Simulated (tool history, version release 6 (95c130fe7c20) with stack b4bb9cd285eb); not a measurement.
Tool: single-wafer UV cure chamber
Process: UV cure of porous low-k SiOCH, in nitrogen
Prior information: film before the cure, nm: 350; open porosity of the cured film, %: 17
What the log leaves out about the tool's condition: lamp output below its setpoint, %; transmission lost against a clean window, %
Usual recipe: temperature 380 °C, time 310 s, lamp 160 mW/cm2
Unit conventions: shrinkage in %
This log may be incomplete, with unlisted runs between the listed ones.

run    hour  temperature  time  lamp  wafers since the last listed run  hours since the UV bulbs were replaced  wafers since the quartz window was cleaned  shrinkage
  1       0          380   310   160                                 0                                  1154.2                                         306     14.795
  2    70.2          380   310   160                               697                                  1224.4                                        1003     14.938
  3   107.7          385   310   160                               372                                  1261.9                                        1375     14.745
  4   136.9          385   310   160                               289                                  1291.1                                        1665     14.944
  5     192          380   310   160                               547                                  1346.2                                        2213     14.765
  6   241.4          380   310   160                               490                                  1395.6                                        2703     14.663
      278.8  -- quartz window cleaned
  7   297.3          380   310   160                               475                                  1451.5                                         183     14.547
  8   333.1          380   310   160                               355                                  1487.3                                         539     14.672
  9   374.2          380   310   160                               408                                  1528.4                                         947     14.556
 10   401.5          380   310   160                               271                                  1555.7                                        1218       14.4
 11   432.2          380   310   160                               304                                  1586.4                                        1523     14.464
      486.5  -- UV bulbs replaced
      577.8  -- quartz window cleaned
 12   620.4          380   165   160                              1710                                   133.9                                         423     12.214
 13   677.1          380   165   160                               563                                   190.6                                         986     12.189
 14   747.5          380   310   135                               699                                     261                                        1685     14.216
 15   809.5          368   385   184                               615                                     323                                        2301     17.031
 16   874.6          392   310   160                               646                                   388.1                                        2948     15.344
      914.5  -- quartz window cleaned
 17   941.1          380   310   160                               580                                   454.6                                         264     15.253
 18  1001.1          380   225   147                               595                                   514.6                                         860     13.163
 19    1054          380   310   160                               525                                   567.5                                        1385     15.059
 20  1105.7          363   140   160                               513                                   619.2                                        1898     11.008
 21  1162.9          391   310   160                               568                                   676.4                                        2466     15.496
 22  1208.7          380   310   160                               454                                   722.2                                        2921     15.198
     1252.9  -- quartz window cleaned
 23  1259.8          380   310   160                               428                                   773.3                                          68     14.966
 24  1299.7          360   225   147                               396                                   813.2                                         464     12.558
 25  1351.6          380   155   139                               515                                   865.1                                         979     10.934
 26  1375.7          380   310   160                               239                                   889.2                                        1219     14.701
 27  1461.3          366   205   176                               850                                   974.8                                        2069      13.09
 28  1516.4          372   310   160                               547                                  1029.9                                        2616       14.8

Forecast each of these 3 alternatives for the next run:
  A  1516.8          380   310   139                                 3                                  1030.3                                        2620          ?
  B  1516.8          396   310   160                                 3                                  1030.3                                        2620          ?
  C  1516.8          362   460   121                                 3                                  1030.3                                        2620          ?

run  shrinkage
  A     14.232
  B     15.257
  C     15.136
The same runs, with their run-to-run variation unchanged, on a tool lacking any hidden condition would have given:
run  shrinkage
  A      14.54
  B     15.569
  C     15.448
